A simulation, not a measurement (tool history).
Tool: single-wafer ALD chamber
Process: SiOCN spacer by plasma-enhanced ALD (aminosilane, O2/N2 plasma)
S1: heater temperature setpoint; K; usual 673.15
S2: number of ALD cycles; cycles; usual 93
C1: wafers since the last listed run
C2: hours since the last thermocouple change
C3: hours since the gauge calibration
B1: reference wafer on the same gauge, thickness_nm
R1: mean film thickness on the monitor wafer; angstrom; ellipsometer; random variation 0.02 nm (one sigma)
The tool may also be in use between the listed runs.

Run 1, day 0.000: usual settings but S1 678.15 K; C1 0; C2 1233.8; C3 622.9; B1 5.564. Result: R1 48.21 angstrom.
Run 2, day 6.517: usual settings; C1 380; C2 1390.2; C3 779.3; B1 5.542. Result: R1 48.08 angstrom.
Run 3, day 8.854: usual settings but S2 80 cycles; C1 136; C2 1446.3; C3 835.4; B1 5.537. Result: R1 41.45 angstrom.
Run 4, day 13.071: usual settings but S2 80 cycles; C1 246; C2 1547.5; C3 936.6; B1 5.519. Result: R1 41.62 angstrom.
Run 5, day 16.296: usual settings but S2 80 cycles; C1 188; C2 1624.9; C3 1014.0; B1 5.502. Result: R1 41.35 angstrom.
Run 6, day 18.017: usual settings; C1 100; C2 1666.2; C3 1055.3; B1 5.497. Result: R1 47.93 angstrom.
Run 7, day 21.379: usual settings; C1 196; C2 1746.9; C3 1136.0; B1 5.475. Result: R1 47.87 angstrom.
Run 8, day 23.758: usual settings; C1 138; C2 1804.0; C3 1193.1; B1 5.464. Result: R1 47.32 angstrom.
Run 9, day 26.262: usual settings but S1 666.15 K; C1 146; C2 1864.1; C3 1253.2; B1 5.454. Result: R1 47.57 angstrom.
Run 10, day 30.658: usual settings but S1 666.15 K; C1 256; C2 1969.6; C3 1358.7; B1 5.424. Result: R1 47.38 angstrom.
Run 11, day 32.608: usual settings but S2 81 cycles; C1 113; C2 2016.4; C3 1405.5; B1 5.414. Result: R1 41.24 angstrom.
Run 12, day 35.850: usual settings but S2 76 cycles; C1 189; C2 2094.2; C3 1483.3; B1 5.395. Result: R1 38.74 angstrom.
At day 36.229: gauge calibrated.
Run 13, day 44.558: usual settings but S1 669.15 K, S2 80 cycles; C1 508; C2 2303.2; C3 199.9; B1 5.607. Result: R1 42.31 angstrom.
Run 14, day 46.221: usual settings but S1 668.15 K; C1 97; C2 2343.1; C3 239.8; B1 5.612. Result: R1 49.25 angstrom.
Run 15, day 48.217: usual settings; C1 116; C2 2391.0; C3 287.7; B1 5.606. Result: R1 48.85 angstrom.

Run 16 comes next. What will it give?
At day 50.396: thermocouple changed; heater temperature recalibrated.
Run 16, day 51.350: usual settings but S1 667.15 K; C1 163; C2 22.9; C3 362.9; B1 ?. Result: R1 ?.

{"run 16": {"B1": 5.598, "R1": 49.02}}
Without the tool's hidden state the same run would have given R1 49.10 angstrom.
